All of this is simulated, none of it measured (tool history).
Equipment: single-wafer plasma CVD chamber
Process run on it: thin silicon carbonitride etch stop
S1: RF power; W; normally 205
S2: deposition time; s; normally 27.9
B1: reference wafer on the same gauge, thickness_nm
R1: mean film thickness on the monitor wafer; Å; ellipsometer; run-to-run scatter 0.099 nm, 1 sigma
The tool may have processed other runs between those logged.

| run | hour | S1 | S2 | B1 | R1 |
|---|---|---|---|---|---|
| 1 | 0 | 205 | 27.9 | 16.868 | 167.79 |
| 2 | 90.9 | 205 | 27.9 | 16.898 | 167 |
| 3 | 376.7 | 205 | 27.9 | 16.884 | 167.66 |
| 4 | 481.4 | 205 | 25.6 | 16.924 | 152.56 |
| 5 | 586 | 220 | 27.9 | 16.896 | 172.47 |
| 6 | 647.8 | 205 | 27.9 | 16.888 | 166.56 |
| 7 | 691.6 | 205 | 27.9 | 16.885 | 165.91 |
| 8 | 931.7 | 205 | 27.9 | 16.9 | 167.8 |
|  | 983.3 | gauge calibrated |
|  | 994.6 | RF generator calibrated |
| 9 | 1023.7 | 235 | 27.9 | 16.888 | 185.36 |
| 10 | 1065.3 | 235 | 27.9 | 16.886 | 184.82 |
| 11 | 1124.9 | 235 | 27.9 | 16.9 | 187.09 |
| 12 | 1206.4 | 175 | 27.9 | 16.92 | 159.7 |
| 13 | 1259.7 | 190 | 27.9 | 16.93 | 166.64 |
|  | 1272.4 | thermocouple changed; heater temperature recalibrated |
|  | 1350.7 | showerhead replaced |
| 14 | 1386.1 | 245 | 24.1 | 16.914 | 160.52 |
| 15 | 1443.1 | 205 | 27.9 | 16.913 | 172.63 |
| 16 | 1513.2 | 205 | 31.1 | 16.882 | 190.41 |
| 17 | 1616.8 | 180 | 23.5 | 16.884 | 132.73 |
| 18 | 1699.9 | 205 | 27.9 | 16.924 | 170.42 |
| 19 | 1789.5 | 170 | 27.9 | 16.893 | 152.34 |
| 20 | 1842.1 | 205 | 27.9 | 16.905 | 168.7 |
| 21 | 1897.4 | 170 | 33.1 | 16.872 | 181.59 |
| 22 | 1956.4 | 245 | 26.3 | 16.916 | 173.87 |
| 23 | 2013.5 | 230 | 30.7 | 16.908 | 196.71 |
| 24 | 2055.3 | 205 | 27.9 | 16.909 | 168.96 |

Predict the results of run 25:
| 25 | 2134 | 205 | 27.9 | ? | ? |

{"run 25": {"B1": 16.896, "R1": 168.39}}
Had the tool carried no hidden state, the very same run would have given R1 174.07 Å.
